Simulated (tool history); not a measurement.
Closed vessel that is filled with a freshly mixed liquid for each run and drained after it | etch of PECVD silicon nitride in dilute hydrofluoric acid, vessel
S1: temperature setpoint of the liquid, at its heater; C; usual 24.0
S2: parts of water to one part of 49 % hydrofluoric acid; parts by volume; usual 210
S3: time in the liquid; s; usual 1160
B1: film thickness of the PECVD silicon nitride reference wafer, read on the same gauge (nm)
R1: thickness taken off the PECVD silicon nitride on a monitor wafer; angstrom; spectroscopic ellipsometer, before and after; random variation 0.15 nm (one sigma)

run,hour,S1,S2,S3,B1,R1
1,0.0,26.0,210,1160,89.98,211.4
2,44.2,23.0,210,820,89.99,125.0
# hour 87.7: hydrofluoric acid flow meter replaced
3,94.0,23.0,210,820,89.97,124.3
4,145.8,23.0,210,820,89.98,122.6
5,211.5,24.0,210,1160,89.96,187.1
6,249.7,24.0,210,1160,90.00,190.5
7,275.0,24.0,210,1160,90.05,188.6
8,319.7,24.0,210,1160,89.99,187.3
9,391.0,24.0,210,1160,89.98,190.0
10,451.0,24.0,230,1160,89.99,172.8
# hour 481.4: gauge calibrated
11,484.8,24.0,210,1160,90.00,188.3
12,522.3,20.0,210,1160,89.97,146.4
13,560.1,24.0,290,1640,89.97,196.9
14,630.1,24.0,210,1160,90.02,192.8
15,664.7,21.5,210,890,89.94,127.1
16,728.3,24.0,210,1160,89.96,191.2
# hour 809.3: hydrofluoric acid flow meter replaced
# hour 820.7: thermometer replaced
17,885.2,28.5,285,1160,89.99,174.5
18,912.9,27.5,125,840,89.99,271.7
19,970.8,24.0,210,1340,90.06,209.4
20,1023.1,28.5,115,1605,89.99,605.2
21,1083.5,29.0,210,630,90.01,132.1
22,1113.8,28.0,120,525,90.03,187.6
23,1147.0,26.0,210,1160,89.99,206.6
24,1208.9,24.0,310,1160,90.00,123.0
25,1279.8,28.5,115,1605,89.99,609.7
26,1347.4,24.0,115,600,89.96,170.5
27,1403.6,24.0,230,1160,89.99,167.3
28,1436.5,26.5,210,605,90.00,110.4
29,1480.8,24.0,210,1340,89.98,211.8
# hour 1503.7: hydrofluoric acid flow meter replaced
30,1525.5,26.0,210,890,89.98,159.7
31,1561.9,29.0,130,1545,89.95,537.8

Forecast each of these 5 alternatives for the next run:
A,1562.9,25.5,210,1160,?,?
B,1562.9,24.0,210,825,?,?
C,1562.9,21.5,170,525,?,?
D,1562.9,19.5,290,1780,?,?
E,1562.9,26.5,290,1555,?,?

run,B1,R1
A,89.97,202.8
B,89.97,131.3
C,89.97,87.7
D,89.97,155.4
E,89.97,208.9
Without the tool's hidden state the same runs would have given:
run,R1
A,197.1
B,127.6
C,85.1
D,150.9
E,203.2
